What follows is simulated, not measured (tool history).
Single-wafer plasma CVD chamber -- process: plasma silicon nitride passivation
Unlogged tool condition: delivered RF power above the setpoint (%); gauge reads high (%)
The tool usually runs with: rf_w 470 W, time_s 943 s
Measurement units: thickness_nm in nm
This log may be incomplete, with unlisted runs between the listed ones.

run   hour  rf_w  time_s  wafers since the last listed run  hours since the last RF generator calibration  hours since the showerhead was replaced  hours since the gauge calibration  read-back reference wafer on the same gauge, thickness_nm  thickness_nm
  1      0   450     943                                 0                                         1566.4                                   8529.2                              339.6                                                    1353.31      1523.509
  2   68.3   450     943                               202                                         1634.7                                   8597.5                              407.9                                                   1349.737      1514.092
  3  127.6   470     943                               176                                           1694                                   8656.8                              467.2                                                   1347.528       1519.15
  4  164.3   470     943                               109                                         1730.7                                   8693.5                              503.9                                                   1343.807      1539.715
  5  207.2   470     943                               127                                         1773.6                                   8736.4                              546.8                                                   1342.195      1516.643
  6  252.8   405     943                               135                                         1819.2                                     8782                              592.4                                                   1344.275      1469.604
  7  285.6   405     943                                97                                           1852                                   8814.8                              625.2                                                   1339.397      1468.414
  8  399.6   405     943                               338                                           1966                                   8928.8                              739.2                                                     1335.4      1455.431
     415.1  -- gauge calibrated
       417  -- RF generator calibrated
  9  438.3   500     790                                91                                           21.3                                   8967.5                               23.2                                                   1369.518      1320.317
     476.7  -- showerhead replaced
 10  507.6   420    1024                               182                                           90.6                                     30.9                               92.5                                                    1368.15      1628.658
 11  578.7   535     866                               211                                          161.7                                      102                              163.6                                                   1361.273      1449.112
 12    610   415    1072                                93                                            193                                    133.3                              194.9                                                   1360.998      1688.415
 13  652.5   505     943                               126                                          235.5                                    175.8                              237.4                                                   1358.315      1557.872
 14  785.9   525    1097                               396                                          368.9                                    309.2                              370.8                                                   1352.215      1843.304
 15  827.3   470     943                               123                                          410.3                                    350.6                              412.2                                                   1349.359      1530.647
 16  866.5   525     853                               116                                          449.5                                    389.8                              451.4                                                   1347.565      1420.187

Forecast each of these 5 alternatives for the next run:
  A  867.2   470     943                                 2                                          450.2                                    390.5                              452.1                                                          ?             ?
  B  867.2   550     794                                 2                                          450.2                                    390.5                              452.1                                                          ?             ?
  C  867.2   390     768                                 2                                          450.2                                    390.5                              452.1                                                          ?             ?
  D  867.2   560     943                                 2                                          450.2                                    390.5                              452.1                                                          ?             ?
  E  867.2   495     943                                 2                                          450.2                                    390.5                              452.1                                                          ?             ?

run  read-back reference wafer on the same gauge, thickness_nm  thickness_nm
  A                                                   1348.448      1528.626
  B                                                   1348.448       1337.07
  C                                                   1348.448      1191.779
  D                                                   1348.448      1595.046
  E                                                   1348.448      1547.748
The same runs, with their run-to-run variation unchanged, on a tool lacking any hidden condition would have given:
run  thickness_nm
  A      1553.744
  B      1359.041
  C      1211.363
  D      1621.255
  E      1573.181
